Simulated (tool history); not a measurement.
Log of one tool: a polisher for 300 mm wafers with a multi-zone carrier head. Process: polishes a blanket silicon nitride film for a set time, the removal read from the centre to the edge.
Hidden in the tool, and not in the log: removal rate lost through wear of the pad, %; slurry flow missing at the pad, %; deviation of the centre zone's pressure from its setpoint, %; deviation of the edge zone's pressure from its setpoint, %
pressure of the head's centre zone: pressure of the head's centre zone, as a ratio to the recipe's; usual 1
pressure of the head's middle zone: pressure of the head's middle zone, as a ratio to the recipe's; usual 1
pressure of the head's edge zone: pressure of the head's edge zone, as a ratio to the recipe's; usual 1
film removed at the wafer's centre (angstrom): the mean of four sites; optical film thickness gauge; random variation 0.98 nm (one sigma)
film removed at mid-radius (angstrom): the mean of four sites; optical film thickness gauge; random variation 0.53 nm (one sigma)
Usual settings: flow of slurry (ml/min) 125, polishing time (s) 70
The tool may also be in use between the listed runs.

run	hour	flow of slurry (ml/min)	pressure of the head's centre zone	pressure of the head's middle zone	pressure of the head's edge zone	polishing time (s)	wafers since the last listed run	wafers polished on this pad	hours since the slurry nozzle was cleaned	hours since the centre zone pressure was calibrated	hours since the edge zone pressure was calibrated	hours since the carrier head's membrane was replaced	incoming thickness of the incoming film, nm	film removed at the wafer's centre (angstrom)	film removed at mid-radius (angstrom)
1	0	125	1	1	1	70	0	801	255.5	120.8	466.9	882.9	875.2	881	835
2	37.6	125	1	1	1	70	244	1045	293.1	158.4	504.5	920.5	874.4	866	836
3	104.2	125	1	1	1	70	432	1477	359.7	225	571.1	987.1	869.2	889	827
# hour 120.2: worn pad replaced by a new one
4	137.7	125	1	1	1	70	191	113	393.2	258.5	604.6	1020.6	869.9	876	850
5	297	125	1	1	1	70	1034	1148	552.5	417.8	763.9	1179.9	896.1	907	839
# hour 349: carrier head's membrane replaced by a new one
# hour 355.5: worn pad replaced by a new one
6	366.8	125	1	1	1	70	394	73	622.3	487.6	833.7	17.8	878.6	900	837
7	410	125	1	1	1	70	280	353	665.5	530.8	876.9	61	882.8	921	833
8	463.3	90	1	0.94	1	70	346	699	718.8	584.1	930.2	114.3	897.8	851	730
# hour 513.9: centre zone pressure recalibrated
9	514.4	90	1.09	1	1	78	318	1018	769.9	0.5	981.3	165.4	878.6	959	861
# hour 552.3: worn pad replaced by a new one
10	555.8	125	1	1	1	70	242	22	811.3	41.9	1022.7	206.8	868.3	865	836
# hour 582.1: slurry nozzle cleaned
# hour 614.8: edge zone pressure recalibrated
11	717	125	1.08	1	1.05	70	1027	1050	134.9	203.1	102.2	368	876	949	840
12	761	125	1	1	0.89	70	285	1335	178.9	247.1	146.2	412	876.1	882	842
# hour 798.4: worn pad replaced by a new one
13	828.8	125	1	0.96	1	70	414	197	246.7	314.9	214	479.8	876	875	812
14	861.5	90	1	0.94	1	70	212	409	279.4	347.6	246.7	512.5	880.3	812	728

Hidden state or all else? Some run-to-run changes of film removed at the wafer's centre (angstrom), split into what the settings, what came in and random variation would give without the hidden state, and what is left for the hidden state (with any gauge scatter that isn't in both results):
Run 8 -> 9: pressure of the head's centre zone 1 -> 1.09, pressure of the head's middle zone 0.94 -> 1, polishing time (s) 70 -> 78, centre zone pressure recalibrated. film removed at the wafer's centre (angstrom) +108: hidden state -55, all else +163.

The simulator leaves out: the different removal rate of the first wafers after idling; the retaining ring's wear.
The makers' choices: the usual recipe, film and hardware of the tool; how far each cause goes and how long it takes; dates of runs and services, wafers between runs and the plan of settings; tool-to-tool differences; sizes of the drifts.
